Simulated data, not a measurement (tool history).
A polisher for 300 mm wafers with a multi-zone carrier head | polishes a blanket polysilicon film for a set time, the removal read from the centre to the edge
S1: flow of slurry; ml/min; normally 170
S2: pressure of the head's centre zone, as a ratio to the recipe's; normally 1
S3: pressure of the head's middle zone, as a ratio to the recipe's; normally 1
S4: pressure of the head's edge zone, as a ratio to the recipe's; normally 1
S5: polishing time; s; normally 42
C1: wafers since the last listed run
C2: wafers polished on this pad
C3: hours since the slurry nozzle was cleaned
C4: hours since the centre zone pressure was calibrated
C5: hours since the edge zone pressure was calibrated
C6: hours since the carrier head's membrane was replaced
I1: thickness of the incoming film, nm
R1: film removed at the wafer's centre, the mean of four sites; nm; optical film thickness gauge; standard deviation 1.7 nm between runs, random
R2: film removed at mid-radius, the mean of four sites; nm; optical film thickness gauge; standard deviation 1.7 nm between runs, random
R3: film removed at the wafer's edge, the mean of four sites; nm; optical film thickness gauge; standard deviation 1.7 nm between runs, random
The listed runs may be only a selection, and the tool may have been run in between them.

run,day,S1,S2,S3,S4,S5,C1,C2,C3,C4,C5,C6,I1,R1,R2,R3
1,0,170,1,1,1,42,0,1170,655.6,157.1,8.3,118.7,931.6,244.6,237.4,248.5
2,1.488,170,1,1.1,1,36,333,1503,691.3,192.8,44,154.4,901.8,209.4,221,210.8
# day 1.562: slurry nozzle cleaned
3,5.379,170,0.93,1,1.06,42,862,2366,91.6,286.2,137.4,247.8,912.5,231.4,245.2,260
4,6.012,130,1,1,1,42,141,2508,106.8,301.4,152.6,263,899.6,232.4,230.4,238.7
# day 6.558: worn pad replaced by a new one
5,7.371,205,1.07,1,0.91,31,267,182,139.4,334,185.2,295.6,906,205.5,185.7,180.3
6,8.458,170,1,1,1,42,243,425,165.5,360.1,211.3,321.7,913.8,249.8,245.5,247.3
7,9.071,150,1.05,1,1.06,55,137,563,180.2,374.8,226,336.4,912.4,332.2,314.7,327.4
8,10.179,170,1,1,1,36,248,811,206.8,401.4,252.6,363,924.7,209.7,210.3,213.4
9,11.325,170,1,1,1,42,256,1068,234.3,428.9,280.1,390.5,901.9,247.5,242.1,250.1
10,12.196,170,0.89,1.11,1.11,51,195,1263,255.2,449.8,301,411.4,912.9,268.5,319.2,317.6
11,13.671,140,1,1,0.89,29,330,1594,290.6,485.2,336.4,446.8,915.7,161.1,158.3,156.7
12,14.588,170,1,1,1,42,205,1799,312.6,507.2,358.4,468.8,916.3,246.9,241.1,247.6
13,15.783,125,1.11,1,1,42,267,2067,341.3,535.9,387.1,497.5,904.7,248.6,221,235.1
14,16.354,155,1,1,1,28,127,2195,355,549.6,400.8,511.2,907.7,162.3,157.6,163.7
# day 16.917: worn pad replaced by a new one
15,17.333,170,1.04,1,1,42,182,93,378.5,573.1,424.3,534.7,919.4,253.8,245.5,247.3
16,18.654,170,1,1,1,42,296,389,410.2,604.8,456,566.4,913.7,245.2,242,248.5
17,19.212,170,1,1,0.94,42,125,514,423.6,618.2,469.4,579.8,914.7,245.1,238.8,241.6
18,20.504,170,1.12,1,0.9,42,289,803,454.6,649.2,500.4,610.8,919.6,274,241.3,236.4
19,21.4,225,0.93,1,1,31,200,1004,476.1,670.7,521.9,632.3,903.8,179.4,186.8,189.1
20,24.812,170,1.09,1,1,42,764,1769,558,752.6,603.8,714.2,903.4,268.7,241.1,247.1
21,25.583,125,1,1,1,42,172,1942,576.5,771.1,622.3,732.7,901.5,225.6,221,231.3
22,26.604,170,1.03,1,1,52,228,2170,601,795.6,646.8,757.2,893.3,314,298.8,307.9
# day 29.042: worn pad replaced by a new one
23,29.325,170,1,1,1,42,572,63,666.3,860.9,712.1,822.5,918.7,245.3,240.2,248.1

Below are 3 alternative next runs, each starting from the tool's condition after run 23. Predict each:
A,29.342,170,1,1,1,42,3,66,666.7,861.3,712.5,822.9,914.2,?,?,?
B,29.342,145,1,1,1,57,3,66,666.7,861.3,712.5,822.9,914.2,?,?,?
C,29.342,190,0.95,1,1,30,3,66,666.7,861.3,712.5,822.9,914.2,?,?,?

run,R1,R2,R3
A,242.9,238.6,243.3
B,315.9,311.9,321.6
C,168.9,174.3,176.6
Take away the tool's hidden state, keep each run's random variation, and the runs would have read:
run,R1,R2,R3
A,250.4,245.1,248.1
B,327.6,322.1,328.9
C,173.6,178.6,179.7
